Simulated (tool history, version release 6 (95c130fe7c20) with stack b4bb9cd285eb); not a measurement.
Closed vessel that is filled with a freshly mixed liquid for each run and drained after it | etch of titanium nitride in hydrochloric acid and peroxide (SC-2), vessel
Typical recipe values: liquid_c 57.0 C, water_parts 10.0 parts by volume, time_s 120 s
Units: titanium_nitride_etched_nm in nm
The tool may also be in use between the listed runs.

run    hour  liquid_c  water_parts  time_s  wafers since the last listed run  hours since the thermometer was replaced  hours since the chemicals flow meter was replaced  hours since the drum of peroxide was connected  hours since the gauge calibration  read-back film thickness of the titanium nitride reference wafer, read on the same gauge (nm)  titanium_nitride_etched_nm
  1     0.0      57.0          6.5     120                                 0                                    2157.7                                              701.9                                           257.5                             1496.1                                                                                        109.999                       5.415
  2   103.3      57.0          6.5     120                              7023                                    2261.0                                              805.2                                           360.8                             1599.4                                                                                        110.014                       5.359
  3   167.1      57.0          6.5     120                              4337                                    2324.8                                              869.0                                           424.6                             1663.2                                                                                        109.989                       5.365
      266.0  -- gauge calibrated
  4   274.7      57.0          8.5     120                              7315                                    2432.4                                              976.6                                           532.2                                8.7                                                                                        110.004                       4.302
      309.2  -- thermometer replaced
  5   351.8      57.0          8.5     120                              5174                                      42.6                                             1053.7                                           609.3                               85.8                                                                                        109.991                       4.281
  6   409.0      57.0         10.0     120                              3889                                      99.8                                             1110.9                                           666.5                              143.0                                                                                        110.004                       3.734
      412.3  -- new drum of peroxide connected
      430.4  -- chemicals flow meter replaced
  7   511.5      57.0         10.0      85                              6833                                     202.3                                               81.1                                            99.2                              245.5                                                                                        109.991                       2.729
  8   591.9      62.5         10.0      70                              5466                                     282.7                                              161.5                                           179.6                              325.9                                                                                        109.981                       3.123
  9   657.7      57.0         10.0     120                              4473                                     348.5                                              227.3                                           245.4                              391.7                                                                                        109.997                       3.792
 10   731.2      57.0         10.0     120                              4997                                     422.0                                              300.8                                           318.9                              465.2                                                                                        110.010                       3.789
 11   802.2      57.0         10.0     150                              4827                                     493.0                                              371.8                                           389.9                              536.2                                                                                        109.997                       4.710
 12   908.3      57.0         10.0     120                              7213                                     599.1                                              477.9                                           496.0                              642.3                                                                                        109.982                       3.741
      965.2  -- new drum of peroxide connected
 13   970.4      62.5          6.5     160                              4154                                     661.2                                              540.0                                             5.2                              704.4                                                                                        109.995                      10.229
 14  1009.7      51.0         10.0      90                              2672                                     700.5                                              579.3                                            44.5                              743.7                                                                                        110.020                       1.943
 15  1063.8      49.5          7.0      60                              3678                                     754.6                                              633.4                                            98.6                              797.8                                                                                        110.004                       1.558
 16  1113.3      51.0         10.0     120                              3365                                     804.1                                              682.9                                           148.1                              847.3                                                                                        110.003                       2.610
 17  1203.7      47.0         13.5     100                              6146                                     894.5                                              773.3                                           238.5                              937.7                                                                                        110.003                       1.275
 18  1296.6      50.0         10.0     100                              6316                                     987.4                                              866.2                                           331.4                             1030.6                                                                                        110.004                       2.003
 19  1362.3      57.0         10.0     120                              4466                                    1053.1                                              931.9                                           397.1                             1096.3                                                                                        110.003                       3.824
 20  1427.6      57.0          8.5     120                              4439                                    1118.4                                              997.2                                           462.4                             1161.6                                                                                        110.007                       4.274
 21  1516.8      57.0         10.0     120                              6064                                    1207.6                                             1086.4                                           551.6                             1250.8                                                                                        110.010                       3.729
     1541.0  -- chemicals flow meter replaced
 22  1557.1      63.5         10.0     120                              2672                                    1247.9                                               16.1                                           591.9                             1291.1                                                                                        110.004                       5.622
     1595.2  -- new drum of peroxide connected
 23  1598.4      57.0         14.5      60                              2740                                    1289.2                                               57.4                                             3.2                             1332.4                                                                                        110.002                       1.397
 24  1638.3      51.5         14.0     190                              2712                                    1329.1                                               97.3                                            43.1                             1372.3                                                                                        109.977                       3.198
 25  1743.6      57.0         10.0     120                              7159                                    1434.4                                              202.6                                           148.4                             1477.6                                                                                        109.987                       3.813
 26  1798.5      57.0         10.0      85                              3732                                    1489.3                                              257.5                                           203.3                             1532.5                                                                                        109.994                       2.660
 27  1904.5      48.5         11.5     170                              7207                                    1595.3                                              363.5                                           309.3                             1638.5                                                                                        109.990                       2.713
 28  2003.0      50.5         10.0     120                              6697                                    1693.8                                              462.0                                           407.8                             1737.0                                                                                        110.009                       2.470
     2059.4  -- gauge calibrated
     2141.0  -- new drum of peroxide connected
 29  2290.3      61.0         10.0      75                             19465                                    1981.1                                              749.3                                           149.3                              230.9                                                                                        110.003                       3.068
 30  2335.2      52.0         10.0     165                              3052                                    2026.0                                              794.2                                           194.2                              275.8                                                                                        110.017                       3.785

Consider 3 possible next runs. They are alternatives, not a sequence: every one starts from the tool as it was left by run 30. What does each give?
  A  2335.9      57.0         10.0     165                                47                                    2026.7                                              794.9                                           194.9                              276.5                                                                                              ?                           ?
  B  2335.9      57.0         14.0     120                                47                                    2026.7                                              794.9                                           194.9                              276.5                                                                                              ?                           ?
  C  2335.9      62.0          5.5      65                                47                                    2026.7                                              794.9                                           194.9                              276.5                                                                                              ?                           ?

run  read-back film thickness of the titanium nitride reference wafer, read on the same gauge (nm)  titanium_nitride_etched_nm
  A                                                                                        109.987                       5.272
  B                                                                                        109.987                       2.875
  C                                                                                        109.987                       4.555
Had the tool no hidden state, the same runs would have come out as:
run  titanium_nitride_etched_nm
  A                       5.341
  B                       2.913
  C                       4.611

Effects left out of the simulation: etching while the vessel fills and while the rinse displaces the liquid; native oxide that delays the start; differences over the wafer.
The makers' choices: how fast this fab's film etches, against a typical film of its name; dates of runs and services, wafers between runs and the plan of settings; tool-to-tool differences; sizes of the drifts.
